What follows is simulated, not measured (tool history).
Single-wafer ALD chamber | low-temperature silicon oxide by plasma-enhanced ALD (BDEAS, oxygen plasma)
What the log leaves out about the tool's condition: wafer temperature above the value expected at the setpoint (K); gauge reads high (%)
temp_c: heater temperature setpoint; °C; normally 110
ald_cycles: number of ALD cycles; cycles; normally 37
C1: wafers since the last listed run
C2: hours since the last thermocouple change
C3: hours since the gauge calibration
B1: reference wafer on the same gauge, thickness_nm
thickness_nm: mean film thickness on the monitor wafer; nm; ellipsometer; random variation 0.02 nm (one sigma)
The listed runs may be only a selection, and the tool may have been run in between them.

Run 1, hour 0: usual settings; C1 0; C2 1399.9; C3 356.9; B1 3.864. Result: thickness_nm 4.751 nm.
Run 2, hour 102.8: usual settings; C1 966; C2 1502.7; C3 459.7; B1 3.859. Result: thickness_nm 4.747 nm.
Run 3, hour 202.2: usual settings; C1 934; C2 1602.1; C3 559.1; B1 3.856. Result: thickness_nm 4.737 nm.
Run 4, hour 274.3: usual settings but ald_cycles 33 cycles; C1 677; C2 1674.2; C3 631.2; B1 3.863. Result: thickness_nm 4.263 nm.
Run 5, hour 363.4: usual settings but temp_c 104 °C; C1 837; C2 1763.3; C3 720.3; B1 3.863. Result: thickness_nm 4.814 nm.
Run 6, hour 411.6: usual settings but temp_c 104 °C; C1 453; C2 1811.5; C3 768.5; B1 3.854. Result: thickness_nm 4.789 nm.
At hour 455.5: thermocouple changed; heater temperature recalibrated.
Run 7, hour 456: usual settings but temp_c 104 °C; C1 342; C2 0.5; C3 812.9; B1 3.867. Result: thickness_nm 4.849 nm.
Run 8, hour 556.2: usual settings but temp_c 120 °C; C1 942; C2 100.7; C3 913.1; B1 3.857. Result: thickness_nm 4.678 nm.
Run 9, hour 594.9: usual settings but temp_c 120 °C; C1 363; C2 139.4; C3 951.8; B1 3.854. Result: thickness_nm 4.645 nm.
Run 10, hour 701.9: usual settings but temp_c 116 °C, ald_cycles 39 cycles; C1 1006; C2 246.4; C3 1058.8; B1 3.859. Result: thickness_nm 4.974 nm.
Run 11, hour 792: usual settings but temp_c 116 °C, ald_cycles 39 cycles; C1 847; C2 336.5; C3 1148.9; B1 3.86. Result: thickness_nm 4.915 nm.
Run 12, hour 859.7: usual settings; C1 636; C2 404.2; C3 1216.6; B1 3.858. Result: thickness_nm 4.754 nm.
Run 13, hour 939.1: usual settings; C1 746; C2 483.6; C3 1296; B1 3.86. Result: thickness_nm 4.767 nm.
Run 14, hour 1001.5: usual settings; C1 586; C2 546; C3 1358.4; B1 3.858. Result: thickness_nm 4.779 nm.
Run 15, hour 1038.9: usual settings; C1 351; C2 583.4; C3 1395.8; B1 3.861. Result: thickness_nm 4.744 nm.
Run 16, hour 1135.7: usual settings but ald_cycles 39 cycles; C1 910; C2 680.2; C3 1492.6; B1 3.863. Result: thickness_nm 5.044 nm.
Run 17, hour 1187.5: usual settings; C1 487; C2 732; C3 1544.4; B1 3.853. Result: thickness_nm 4.79 nm.
Run 18, hour 1291.7: usual settings; C1 979; C2 836.2; C3 1648.6; B1 3.862. Result: thickness_nm 4.755 nm.
At hour 1312.8: gauge calibrated.
Run 19, hour 1341.8: usual settings; C1 471; C2 886.3; C3 29; B1 3.862. Result: thickness_nm 4.762 nm.
Run 20, hour 1424: usual settings but temp_c 105 °C, ald_cycles 32 cycles; C1 772; C2 968.5; C3 111.2; B1 3.858. Result: thickness_nm 4.168 nm.
Run 21, hour 1518.5: usual settings but temp_c 99 °C, ald_cycles 42 cycles; C1 888; C2 1063; C3 205.7; B1 3.865. Result: thickness_nm 5.561 nm.
Run 22, hour 1580.2: usual settings but temp_c 120 °C; C1 580; C2 1124.7; C3 267.4; B1 3.857. Result: thickness_nm 4.654 nm.
Run 23, hour 1680.3: usual settings but temp_c 119 °C, ald_cycles 41 cycles; C1 941; C2 1224.8; C3 367.5; B1 3.859. Result: thickness_nm 5.13 nm.
Run 24, hour 1744.7: usual settings but temp_c 116 °C, ald_cycles 33 cycles; C1 605; C2 1289.2; C3 431.9; B1 3.859. Result: thickness_nm 4.157 nm.
Run 25, hour 1793: usual settings but temp_c 102 °C, ald_cycles 44 cycles; C1 454; C2 1337.5; C3 480.2; B1 3.859. Result: thickness_nm 5.74 nm.
Run 26, hour 1869.1: usual settings but ald_cycles 41 cycles; C1 715; C2 1413.6; C3 556.3; B1 3.854. Result: thickness_nm 5.256 nm.
Run 27, hour 1907.4: usual settings; C1 360; C2 1451.9; C3 594.6; B1 3.864. Result: thickness_nm 4.736 nm.
Run 28, hour 1984.2: usual settings but temp_c 102 °C; C1 722; C2 1528.7; C3 671.4; B1 3.859. Result: thickness_nm 4.82 nm.
Run 29, hour 2041.4: usual settings; C1 537; C2 1585.9; C3 728.6; B1 3.855. Result: thickness_nm 4.743 nm.
Run 30, hour 2093.2: usual settings but temp_c 106 °C, ald_cycles 42 cycles; C1 487; C2 1637.7; C3 780.4; B1 3.859. Result: thickness_nm 5.432 nm.
At hour 2189.5: thermocouple changed; heater temperature recalibrated.
Run 31, hour 2194.3: usual settings but temp_c 116 °C, ald_cycles 41 cycles; C1 875; C2 4.8; C3 881.5; B1 3.859. Result: thickness_nm 5.182 nm.
Run 32, hour 2253.7: usual settings; C1 558; C2 64.2; C3 940.9; B1 3.861. Result: thickness_nm 4.751 nm.
Run 33, hour 2320.6: usual settings but temp_c 96 °C, ald_cycles 31 cycles; C1 629; C2 131.1; C3 1007.8; B1 3.859. Result: thickness_nm 4.157 nm.
Run 34, hour 2374.5: usual settings but ald_cycles 44 cycles; C1 506; C2 185; C3 1061.7; B1 3.86. Result: thickness_nm 5.653 nm.
Run 35, hour 2439.2: usual settings; C1 608; C2 249.7; C3 1126.4; B1 3.859. Result: thickness_nm 4.786 nm.
Run 36, hour 2539.7: usual settings; C1 945; C2 350.2; C3 1226.9; B1 3.862. Result: thickness_nm 4.743 nm.
Run 37, hour 2614.4: usual settings but ald_cycles 42 cycles; C1 702; C2 424.9; C3 1301.6; B1 3.857. Result: thickness_nm 5.378 nm.
Run 38, hour 2686.6: usual settings but temp_c 122 °C; C1 678; C2 497.1; C3 1373.8; B1 3.862. Result: thickness_nm 4.635 nm.
Run 39, hour 2740: usual settings but temp_c 99 °C, ald_cycles 31 cycles; C1 502; C2 550.5; C3 1427.2; B1 3.859. Result: thickness_nm 4.105 nm.

Each row is a separate what-if for the run after 39, all from the same tool condition, not one after another. Results?
Run A, hour 2740.5: usual settings but temp_c 106 °C; C1 4; C2 551; C3 1427.7; B1 ?. Result: thickness_nm ?.
Run B, hour 2740.5: usual settings but ald_cycles 40 cycles; C1 4; C2 551; C3 1427.7; B1 ?. Result: thickness_nm ?.
Run C, hour 2740.5: usual settings but temp_c 124 °C, ald_cycles 42 cycles; C1 4; C2 551; C3 1427.7; B1 ?. Result: thickness_nm ?.
Run D, hour 2740.5: usual settings but temp_c 97 °C, ald_cycles 32 cycles; C1 4; C2 551; C3 1427.7; B1 ?. Result: thickness_nm ?.

run     B1  thickness_nm
  A  3.857         4.776
  B  3.857          5.12
  C  3.857         5.219
  D  3.857         4.244
Take away the tool's hidden state, keep each run's random variation, and the runs would have read:
run  thickness_nm
  A         4.776
  B          5.12
  C         5.219
  D         4.244
